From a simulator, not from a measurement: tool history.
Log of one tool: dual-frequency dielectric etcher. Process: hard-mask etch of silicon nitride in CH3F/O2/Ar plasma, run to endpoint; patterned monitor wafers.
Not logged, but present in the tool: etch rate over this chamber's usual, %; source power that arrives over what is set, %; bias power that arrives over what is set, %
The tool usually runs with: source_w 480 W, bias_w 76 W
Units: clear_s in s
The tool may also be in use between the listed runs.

| run | hour | source_w | bias_w | wafers since the last listed run | hours since the last wet clean | hours since the last source power generator calibration | hours since the last bias power generator calibration | hours since the last upper electrode change | incoming incoming film thickness, nm | clear_s |
|---|---|---|---|---|---|---|---|---|---|---|
| 1 | 0 | 400 | 76 | 0 | 337.6 | 2537.7 | 3994 | 2182.3 | 38.49 | 52.5 |
| 2 | 8.3 | 560 | 82 | 75 | 345.9 | 2546 | 4002.3 | 2190.6 | 38.12 | 40.7 |
| 3 | 22.3 | 560 | 82 | 127 | 359.9 | 2560 | 4016.3 | 2204.6 | 38.35 | 40.8 |
| 4 | 35.7 | 560 | 82 | 122 | 373.3 | 2573.4 | 4029.7 | 2218 | 38.42 | 41.1 |
| 5 | 44.2 | 480 | 76 | 77 | 381.8 | 2581.9 | 4038.2 | 2226.5 | 38.52 | 46.8 |
| 6 | 57.2 | 480 | 76 | 118 | 394.8 | 2594.9 | 4051.2 | 2239.5 | 38.15 | 46.4 |
| 7 | 66.7 | 480 | 76 | 86 | 404.3 | 2604.4 | 4060.7 | 2249 | 38.78 | 46.9 |
| 8 | 77.1 | 560 | 76 | 94 | 414.7 | 2614.8 | 4071.1 | 2259.4 | 38.36 | 42.5 |
| 9 | 91.5 | 480 | 76 | 131 | 429.1 | 2629.2 | 4085.5 | 2273.8 | 38.32 | 46.8 |
| 10 | 105.4 | 390 | 76 | 126 | 443 | 2643.1 | 4099.4 | 2287.7 | 38.1 | 52.9 |
| 11 | 124.5 | 480 | 76 | 174 | 462.1 | 2662.2 | 4118.5 | 2306.8 | 38.32 | 46.6 |
|  | 136.1 | source power generator calibrated |
| 12 | 137.8 | 480 | 76 | 84 | 475.4 | 1.7 | 4131.8 | 2320.1 | 38.28 | 46.8 |
| 13 | 152.2 | 480 | 76 | 131 | 489.8 | 16.1 | 4146.2 | 2334.5 | 38.64 | 47.7 |
| 14 | 165.4 | 530 | 76 | 120 | 503 | 29.3 | 4159.4 | 2347.7 | 38.13 | 43.8 |
|  | 177.7 | bias power generator calibrated |
| 15 | 178.2 | 550 | 86 | 80 | 515.8 | 42.1 | 0.5 | 2360.5 | 38.67 | 41.5 |
|  | 205.9 | wet clean of the chamber |
| 16 | 206.4 | 570 | 67 | 38 | 0.5 | 70.3 | 28.7 | 2388.7 | 38.33 | 43.8 |
| 17 | 206.7 | 520 | 95 | 2 | 0.8 | 70.6 | 29 | 2389 | 38.54 | 39.2 |
| 18 | 207 | 570 | 67 | 2 | 1.1 | 70.9 | 29.3 | 2389.3 | 38.64 | 44.4 |
|  | 256 | upper electrode replaced |
| 19 | 256.5 | 480 | 82 | 232 | 50.6 | 120.4 | 78.8 | 0.5 | 38.28 | 44.2 |
| 20 | 256.8 | 480 | 76 | 2 | 50.9 | 120.7 | 79.1 | 0.8 | 38.57 | 45.8 |
| 21 | 266 | 590 | 63 | 83 | 60.1 | 129.9 | 88.3 | 10 | 38.55 | 44.2 |
| 22 | 280.1 | 480 | 76 | 128 | 74.2 | 144 | 102.4 | 24.1 | 38.46 | 46.2 |
| 23 | 290.3 | 440 | 94 | 93 | 84.4 | 154.2 | 112.6 | 34.3 | 38.77 | 44.7 |
| 24 | 300 | 480 | 76 | 88 | 94.1 | 163.9 | 122.3 | 44 | 38.39 | 45.7 |
| 25 | 314.9 | 570 | 76 | 135 | 109 | 178.8 | 137.2 | 58.9 | 38.38 | 41.7 |
| 26 | 320.9 | 480 | 76 | 54 | 115 | 184.8 | 143.2 | 64.9 | 38.25 | 45.9 |

Difference, measured minus no-hidden-state, one row per run. Run-to-run variation is common to both terms; the gauge's own scatter need not be:
| run | clear_s |
|---|---|
| 1 | +0.8 |
| 2 | +0.6 |
| 3 | +0.7 |
| 4 | +0.8 |
| 5 | +0.8 |
| 6 | +0.9 |
| 7 | +0.9 |
| 8 | +0.9 |
| 9 | +1 |
| 10 | +1.2 |
| 11 | +1.1 |
| 12 | +1.1 |
| 13 | +1.2 |
| 14 | +1.2 |
| 15 | +1.2 |
| 16 | +0 |
| 17 | +0 |
| 18 | +0 |
| 19 | +0.2 |
| 20 | +0.1 |
| 21 | +0.2 |
| 22 | +0.2 |
| 23 | +0.2 |
| 24 | +0.3 |
| 25 | +0.3 |
| 26 | +0.4 |
